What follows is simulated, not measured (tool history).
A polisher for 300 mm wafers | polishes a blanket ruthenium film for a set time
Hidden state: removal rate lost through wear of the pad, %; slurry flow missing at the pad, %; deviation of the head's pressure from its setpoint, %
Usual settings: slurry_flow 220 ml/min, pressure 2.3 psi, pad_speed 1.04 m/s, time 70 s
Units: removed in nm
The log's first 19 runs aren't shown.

run	hour	slurry_flow	pressure	pad_speed	time	wafers since the last listed run	wafers polished on this pad	hours since the slurry nozzle was cleaned	hours since the head pressure was calibrated	incoming thickness of the incoming film, nm	removed
# hour 447.1: worn pad replaced by a new one, repeated, since the last time left the tool worse
20	460.5	220	2.3	1.04	70	115	103	303.1	1229.6	633.1	106.0
21	487.0	220	2.3	1.04	70	204	307	329.6	1256.1	631.6	107.1
22	521.1	155	2.3	1.04	82	262	570	363.7	1290.2	629.4	117.6
# hour 537.8: slurry nozzle cleaned
23	555.6	220	1.6	1.04	90	257	828	17.8	1324.7	641.7	109.4
24	572.7	165	2.3	1.04	70	131	959	34.9	1341.8	628.0	100.1
# hour 597.2: head pressure recalibrated
25	603.7	150	2.3	1.04	70	223	1183	65.9	6.5	623.8	100.3
26	619.1	220	2.3	1.04	70	118	1301	81.3	21.9	635.3	105.3
27	646.3	220	2.3	0.72	49	209	1511	108.5	49.1	643.5	49.8
28	676.9	220	2.3	0.94	64	235	1746	139.1	79.7	630.9	83.6
# hour 681.0: worn pad replaced by a new one
29	711.3	180	2.8	1.04	61	234	233	173.5	114.1	629.9	103.2
30	745.4	220	2.3	1.04	70	262	495	207.6	148.2	633.1	106.5
31	774.5	220	2.3	1.04	70	224	719	236.7	177.3	632.4	107.5
32	864.3	220	2.3	1.04	52	691	1411	326.5	267.1	639.6	76.3
33	891.2	145	2.3	0.94	70	207	1618	353.4	294.0	626.1	86.6
# hour 903.6: worn pad replaced by a new one
34	907.9	220	2.3	1.04	70	97	33	370.1	310.7	639.1	107.6
35	925.4	220	1.7	1.04	70	134	167	387.6	328.2	633.4	88.8

The next listed run, before its measurement:
# hour 929.0: slurry nozzle cleaned
36	956.3	220	2.7	1.04	55	230	398	27.3	359.1	639.1	?

Run 36 gave removed 92.8 nm.
Without the tool's hidden state the same run would have given removed 93.1 nm.
